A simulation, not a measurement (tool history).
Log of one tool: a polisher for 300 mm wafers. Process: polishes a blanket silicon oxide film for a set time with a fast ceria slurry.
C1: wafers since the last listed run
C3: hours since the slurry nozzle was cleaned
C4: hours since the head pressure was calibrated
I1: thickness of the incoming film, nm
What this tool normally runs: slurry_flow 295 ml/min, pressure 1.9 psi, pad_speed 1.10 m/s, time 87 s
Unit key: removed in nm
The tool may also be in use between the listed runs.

{"run": 1, "day": 0.0, "slurry_flow": 295, "pressure": 1.4, "pad_speed": 1.34, "time": 87, "C1": 0, "wafers polished on this pad": 1628, "C3": 89.0, "C4": 812.1, "I1": 3512.3, "removed": 944.3}
{"run": 2, "day": 1.183, "slurry_flow": 295, "pressure": 2.3, "pad_speed": 1.1, "time": 87, "C1": 357, "wafers polished on this pad": 1986, "C3": 117.4, "C4": 840.5, "I1": 3440.8, "removed": 1291.2}
{"run": 3, "day": 2.083, "slurry_flow": 295, "pressure": 2.3, "pad_speed": 1.1, "time": 87, "C1": 272, "wafers polished on this pad": 2258, "C3": 139.0, "C4": 862.1, "I1": 3508.8, "removed": 1286.0}
{"run": 4, "day": 2.642, "slurry_flow": 295, "pressure": 1.9, "pad_speed": 1.26, "time": 87, "C1": 168, "wafers polished on this pad": 2427, "C3": 152.4, "C4": 875.5, "I1": 3403.4, "removed": 1180.9}
{"run": 5, "day": 3.371, "slurry_flow": 295, "pressure": 1.9, "pad_speed": 1.26, "time": 87, "C1": 220, "wafers polished on this pad": 2647, "C3": 169.9, "C4": 893.0, "I1": 3483.4, "removed": 1195.6}
{"run": 6, "day": 4.262, "slurry_flow": 295, "pressure": 1.9, "pad_speed": 1.26, "time": 87, "C1": 269, "wafers polished on this pad": 2917, "C3": 191.3, "C4": 914.4, "I1": 3433.7, "removed": 1180.2}
{"day": 5.071, "done": "worn pad replaced by a new one"}
{"run": 7, "day": 5.092, "slurry_flow": 295, "pressure": 1.4, "pad_speed": 1.1, "time": 87, "C1": 200, "wafers polished on this pad": 6, "C3": 211.2, "C4": 934.3, "I1": 3521.6, "removed": 773.2}
{"run": 8, "day": 5.892, "slurry_flow": 295, "pressure": 1.4, "pad_speed": 1.1, "time": 87, "C1": 241, "wafers polished on this pad": 248, "C3": 230.4, "C4": 953.5, "I1": 3474.5, "removed": 784.0}
{"run": 9, "day": 7.212, "slurry_flow": 295, "pressure": 1.4, "pad_speed": 1.1, "time": 87, "C1": 399, "wafers polished on this pad": 647, "C3": 262.1, "C4": 985.2, "I1": 3475.1, "removed": 776.9}
{"run": 10, "day": 8.25, "slurry_flow": 295, "pressure": 1.9, "pad_speed": 1.1, "time": 87, "C1": 313, "wafers polished on this pad": 961, "C3": 287.0, "C4": 1010.1, "I1": 3419.2, "removed": 1041.2}
{"run": 11, "day": 9.329, "slurry_flow": 295, "pressure": 1.9, "pad_speed": 1.1, "time": 87, "C1": 326, "wafers polished on this pad": 1287, "C3": 312.9, "C4": 1036.0, "I1": 3460.2, "removed": 1052.0}
{"run": 12, "day": 9.85, "slurry_flow": 295, "pressure": 1.9, "pad_speed": 1.1, "time": 87, "C1": 157, "wafers polished on this pad": 1445, "C3": 325.4, "C4": 1048.5, "I1": 3518.3, "removed": 1079.8}
{"day": 10.488, "done": "head pressure recalibrated"}
{"run": 13, "day": 10.896, "slurry_flow": 235, "pressure": 1.3, "pad_speed": 1.1, "time": 72, "C1": 291, "wafers polished on this pad": 1736, "C3": 350.5, "C4": 9.8, "I1": 3462.7, "removed": 633.2}
{"day": 11.612, "done": "slurry nozzle cleaned"}
{"run": 14, "day": 12.354, "slurry_flow": 295, "pressure": 1.7, "pad_speed": 0.82, "time": 59, "C1": 428, "wafers polished on this pad": 2164, "C3": 17.8, "C4": 44.8, "I1": 3504.1, "removed": 557.2}
{"run": 15, "day": 13.492, "slurry_flow": 295, "pressure": 1.9, "pad_speed": 1.4, "time": 110, "C1": 343, "wafers polished on this pad": 2508, "C3": 45.1, "C4": 72.1, "I1": 3453.6, "removed": 1738.1}
{"day": 14.683, "done": "worn pad replaced by a new one"}
{"run": 16, "day": 14.962, "slurry_flow": 360, "pressure": 1.3, "pad_speed": 1.1, "time": 79, "C1": 394, "wafers polished on this pad": 83, "C3": 80.4, "C4": 107.4, "I1": 3528.8, "removed": 710.1}
{"run": 17, "day": 15.612, "slurry_flow": 295, "pressure": 1.9, "pad_speed": 1.1, "time": 87, "C1": 196, "wafers polished on this pad": 280, "C3": 96.0, "C4": 123.0, "I1": 3472.7, "removed": 1128.8}
{"run": 18, "day": 16.408, "slurry_flow": 260, "pressure": 2.4, "pad_speed": 0.86, "time": 76, "C1": 240, "wafers polished on this pad": 521, "C3": 115.1, "C4": 142.1, "I1": 3420.3, "removed": 1018.7}
{"run": 19, "day": 16.929, "slurry_flow": 380, "pressure": 1.9, "pad_speed": 1.1, "time": 106, "C1": 157, "wafers polished on this pad": 678, "C3": 127.6, "C4": 154.6, "I1": 3457.2, "removed": 1396.7}
{"run": 20, "day": 18.429, "slurry_flow": 295, "pressure": 1.9, "pad_speed": 1.1, "time": 87, "C1": 453, "wafers polished on this pad": 1132, "C3": 163.6, "C4": 190.6, "I1": 3406.5, "removed": 1132.5}
{"run": 21, "day": 18.95, "slurry_flow": 225, "pressure": 1.9, "pad_speed": 0.76, "time": 87, "C1": 157, "wafers polished on this pad": 1289, "C3": 176.1, "C4": 203.1, "I1": 3474.9, "removed": 830.4}
{"run": 22, "day": 19.683, "slurry_flow": 390, "pressure": 1.4, "pad_speed": 1.1, "time": 87, "C1": 221, "wafers polished on this pad": 1511, "C3": 193.7, "C4": 220.7, "I1": 3534.1, "removed": 860.0}
{"run": 23, "day": 21.058, "slurry_flow": 295, "pressure": 1.9, "pad_speed": 1.1, "time": 87, "C1": 415, "wafers polished on this pad": 1927, "C3": 226.7, "C4": 253.7, "I1": 3427.1, "removed": 1111.1}
{"run": 24, "day": 22.275, "slurry_flow": 210, "pressure": 2.4, "pad_speed": 1.1, "time": 105, "C1": 367, "wafers polished on this pad": 2294, "C3": 255.9, "C4": 282.9, "I1": 3398.4, "removed": 1667.4}
{"run": 25, "day": 23.492, "slurry_flow": 225, "pressure": 1.9, "pad_speed": 1.1, "time": 108, "C1": 367, "wafers polished on this pad": 2662, "C3": 285.1, "C4": 312.1, "I1": 3532.8, "removed": 1367.4}
{"day": 23.871, "done": "worn pad replaced by a new one"}
{"run": 26, "day": 24.046, "slurry_flow": 220, "pressure": 1.9, "pad_speed": 1.1, "time": 87, "C1": 117, "wafers polished on this pad": 53, "C3": 298.4, "C4": 325.4, "I1": 3502.0, "removed": 1101.1}
{"run": 27, "day": 25.383, "slurry_flow": 195, "pressure": 2.5, "pad_speed": 0.94, "time": 109, "C1": 404, "wafers polished on this pad": 457, "C3": 330.5, "C4": 357.5, "I1": 3456.7, "removed": 1551.6}
{"day": 26.15, "done": "slurry nozzle cleaned"}
{"run": 28, "day": 26.65, "slurry_flow": 295, "pressure": 1.9, "pad_speed": 1.1, "time": 87, "C1": 370, "wafers polished on this pad": 828, "C3": 12.0, "C4": 387.9, "I1": 3491.9, "removed": 1136.5}
{"run": 29, "day": 27.183, "slurry_flow": 295, "pressure": 1.9, "pad_speed": 1.1, "time": 87, "C1": 161, "wafers polished on this pad": 989, "C3": 24.8, "C4": 400.7, "I1": 3418.1, "removed": 1132.3}
{"run": 30, "day": 28.192, "slurry_flow": 295, "pressure": 1.9, "pad_speed": 1.42, "time": 64, "C1": 304, "wafers polished on this pad": 1294, "C3": 49.0, "C4": 424.9, "I1": 3454.6, "removed": 1018.3}
{"run": 31, "day": 28.9, "slurry_flow": 295, "pressure": 1.9, "pad_speed": 0.96, "time": 59, "C1": 214, "wafers polished on this pad": 1508, "C3": 66.0, "C4": 441.9, "I1": 3508.8, "removed": 658.4}
{"run": 32, "day": 29.492, "slurry_flow": 295, "pressure": 1.9, "pad_speed": 1.1, "time": 59, "C1": 178, "wafers polished on this pad": 1687, "C3": 80.2, "C4": 456.1, "I1": 3421.6, "removed": 745.5}
{"run": 33, "day": 30.004, "slurry_flow": 360, "pressure": 2.2, "pad_speed": 1.1, "time": 78, "C1": 154, "wafers polished on this pad": 1842, "C3": 92.5, "C4": 468.4, "I1": 3483.6, "removed": 1173.3}
{"run": 34, "day": 31.225, "slurry_flow": 375, "pressure": 2.1, "pad_speed": 1.1, "time": 87, "C1": 369, "wafers polished on this pad": 2211, "C3": 121.8, "C4": 497.7, "I1": 3426.0, "removed": 1242.4}
{"run": 35, "day": 31.862, "slurry_flow": 350, "pressure": 1.3, "pad_speed": 1.1, "time": 87, "C1": 192, "wafers polished on this pad": 2404, "C3": 137.1, "C4": 513.0, "I1": 3459.4, "removed": 773.0}
{"day": 33.958, "done": "worn pad replaced by a new one"}
{"run": 36, "day": 36.346, "slurry_flow": 260, "pressure": 2.1, "pad_speed": 1.4, "time": 101, "C1": 1305, "wafers polished on this pad": 721, "C3": 244.7, "C4": 620.6, "I1": 3422.1, "removed": 1701.6}

Selected run-to-run steps in removed, each split into two signed amounts: the part the tool would show with no hidden state at all (from settings, incoming material and random variation), and the remainder, which goes to the hidden state together with any gauge scatter not common to the measured and the hidden-state-free results:
Hidden conditions of the tool in this case: removal rate lost through wear of the pad, %; slurry flow missing at the pad, %; deviation of the head's pressure from its setpoint, %.
Run 6 -> 7: pressure 1.9 -> 1.4, pad_speed 1.26 -> 1.10, worn pad replaced by a new one. removed -407.0 nm: hidden state +24.6, all else -431.6.
Run 12 -> 13: slurry_flow 295 -> 235, pressure 1.9 -> 1.3, time 87 -> 72, head pressure recalibrated. removed -446.6 nm: hidden state +80.0, all else -526.6.
Run 14 -> 15: pressure 1.7 -> 1.9, pad_speed 0.82 -> 1.40, time 59 -> 110. removed +1180.9 nm: hidden state +3.0, all else +1177.9.
Run 15 -> 16: slurry_flow 295 -> 360, pressure 1.9 -> 1.3, pad_speed 1.40 -> 1.10, time 110 -> 79, worn pad replaced by a new one. removed -1028.0 nm: hidden state -4.7, all else -1023.3.
Run 35 -> 36: slurry_flow 350 -> 260, pressure 1.3 -> 2.1, pad_speed 1.10 -> 1.40, time 87 -> 101, worn pad replaced by a new one. removed +928.6 nm: hidden state -27.7, all else +956.3.

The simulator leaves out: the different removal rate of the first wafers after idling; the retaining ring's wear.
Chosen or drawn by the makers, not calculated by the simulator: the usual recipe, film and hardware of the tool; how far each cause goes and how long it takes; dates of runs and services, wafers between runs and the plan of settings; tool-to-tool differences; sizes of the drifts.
